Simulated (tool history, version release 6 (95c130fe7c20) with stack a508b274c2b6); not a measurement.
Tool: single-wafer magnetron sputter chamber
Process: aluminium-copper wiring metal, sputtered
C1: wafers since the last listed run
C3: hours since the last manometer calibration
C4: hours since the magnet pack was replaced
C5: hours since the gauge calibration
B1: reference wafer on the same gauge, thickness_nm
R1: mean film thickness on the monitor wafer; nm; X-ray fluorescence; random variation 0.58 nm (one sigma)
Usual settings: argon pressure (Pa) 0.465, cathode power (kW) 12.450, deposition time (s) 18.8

Run 1, day 0.000: usual settings; C1 0; wafers on the sputter target 375; C3 2143.8; C4 11149.1; C5 185.2; B1 405.101. Result: R1 366.007 nm.
At day 0.333: gauge calibrated.
Run 2, day 1.292: usual settings; C1 829; wafers on the sputter target 1205; C3 2174.8; C4 11180.1; C5 23.0; B1 405.105. Result: R1 361.772 nm.
Run 3, day 1.904: usual settings; C1 393; wafers on the sputter target 1598; C3 2189.5; C4 11194.8; C5 37.7; B1 404.876. Result: R1 362.128 nm.
Run 4, day 2.429: usual settings but argon pressure (Pa) 0.361; C1 337; wafers on the sputter target 1935; C3 2202.1; C4 11207.4; C5 50.3; B1 405.030. Result: R1 392.031 nm.
Run 5, day 2.788: usual settings but argon pressure (Pa) 0.361; C1 230; wafers on the sputter target 2165; C3 2210.7; C4 11216.0; C5 58.9; B1 404.841. Result: R1 390.408 nm.
Run 6, day 3.321: usual settings; C1 342; wafers on the sputter target 2508; C3 2223.5; C4 11228.8; C5 71.7; B1 404.954. Result: R1 360.600 nm.
Run 7, day 3.925: usual settings but cathode power (kW) 14.450; C1 388; wafers on the sputter target 2896; C3 2238.0; C4 11243.3; C5 86.2; B1 405.041. Result: R1 418.049 nm.
Run 8, day 4.617: usual settings but cathode power (kW) 14.450; C1 444; wafers on the sputter target 3340; C3 2254.6; C4 11259.9; C5 102.8; B1 405.028. Result: R1 417.460 nm.
Run 9, day 5.196: usual settings but cathode power (kW) 14.450; C1 371; wafers on the sputter target 3712; C3 2268.5; C4 11273.8; C5 116.7; B1 404.901. Result: R1 416.454 nm.
At day 7.225: capacitance manometer re-zeroed and calibrated.
Run 10, day 7.246: usual settings; C1 1102; wafers on the sputter target 4815; C3 0.5; C4 11323.0; C5 165.9; B1 404.988. Result: R1 380.082 nm.
Run 11, day 7.583: usual settings but cathode power (kW) 13.700; C1 216; wafers on the sputter target 5031; C3 8.6; C4 11331.1; C5 174.0; B1 405.161. Result: R1 416.887 nm.
Run 12, day 8.146: usual settings but argon pressure (Pa) 0.550; C1 361; wafers on the sputter target 5393; C3 22.1; C4 11344.6; C5 187.5; B1 404.930. Result: R1 359.864 nm.
At day 8.642: sputter target and shields replaced.
Run 13, day 8.700: usual settings but argon pressure (Pa) 0.390, deposition time (s) 16.9; C1 141; wafers on the sputter target 36; C3 35.4; C4 11357.9; C5 200.8; B1 405.054. Result: R1 365.270 nm.
Run 14, day 9.021: usual settings but argon pressure (Pa) 0.571, cathode power (kW) 14.500, deposition time (s) 20.2; C1 206; wafers on the sputter target 242; C3 43.1; C4 11365.6; C5 208.5; B1 404.878. Result: R1 453.585 nm.
At day 9.204: gauge calibrated.
Run 15, day 9.454: usual settings but argon pressure (Pa) 0.297, cathode power (kW) 9.500, deposition time (s) 19.8; C1 278; wafers on the sputter target 521; C3 53.5; C4 11376.0; C5 6.0; B1 405.153. Result: R1 344.674 nm.
At day 9.850: magnet pack replaced.
Run 16, day 10.125: usual settings; C1 216; wafers on the sputter target 737; C3 69.6; C4 6.6; C5 22.1; B1 404.947. Result: R1 384.585 nm.
Run 17, day 11.854: usual settings but argon pressure (Pa) 0.617, cathode power (kW) 9.900, deposition time (s) 20.3; C1 1110; wafers on the sputter target 1848; C3 111.1; C4 48.1; C5 63.6; B1 404.914. Result: R1 297.458 nm.
Run 18, day 12.142: usual settings; C1 184; wafers on the sputter target 2033; C3 118.0; C4 55.0; C5 70.5; B1 404.867. Result: R1 380.394 nm.
Run 19, day 12.525: usual settings; C1 246; wafers on the sputter target 2279; C3 127.2; C4 64.2; C5 79.7; B1 404.976. Result: R1 380.834 nm.
Run 20, day 12.850: usual settings but argon pressure (Pa) 0.550; C1 208; wafers on the sputter target 2487; C3 135.0; C4 72.0; C5 87.5; B1 404.951. Result: R1 360.019 nm.
Run 21, day 13.508: usual settings but argon pressure (Pa) 0.382, cathode power (kW) 10.100, deposition time (s) 19.9; C1 422; wafers on the sputter target 2910; C3 150.8; C4 87.8; C5 103.3; B1 404.829. Result: R1 343.562 nm.

Forecast each of these 4 alternatives for the next run:
Run A, day 13.525: usual settings; C1 10; wafers on the sputter target 2921; C3 151.2; C4 88.2; C5 103.7; B1 ?. Result: R1 ?.
Run B, day 13.525: usual settings but cathode power (kW) 10.700; C1 10; wafers on the sputter target 2921; C3 151.2; C4 88.2; C5 103.7; B1 ?. Result: R1 ?.
Run C, day 13.525: usual settings but cathode power (kW) 9.350, deposition time (s) 15.8; C1 10; wafers on the sputter target 2921; C3 151.2; C4 88.2; C5 103.7; B1 ?. Result: R1 ?.
Run D, day 13.525: usual settings but argon pressure (Pa) 0.336, cathode power (kW) 10.650, deposition time (s) 17.9; C1 10; wafers on the sputter target 2921; C3 151.2; C4 88.2; C5 103.7; B1 ?. Result: R1 ?.

run       B1       R1
  A  404.942  379.519
  B  404.942  326.173
  C  404.942  239.539
  D  404.942  335.918
Without the tool's hidden state the same runs would have given:
run       R1
  A  386.496
  B  332.169
  C  243.942
  D  342.213
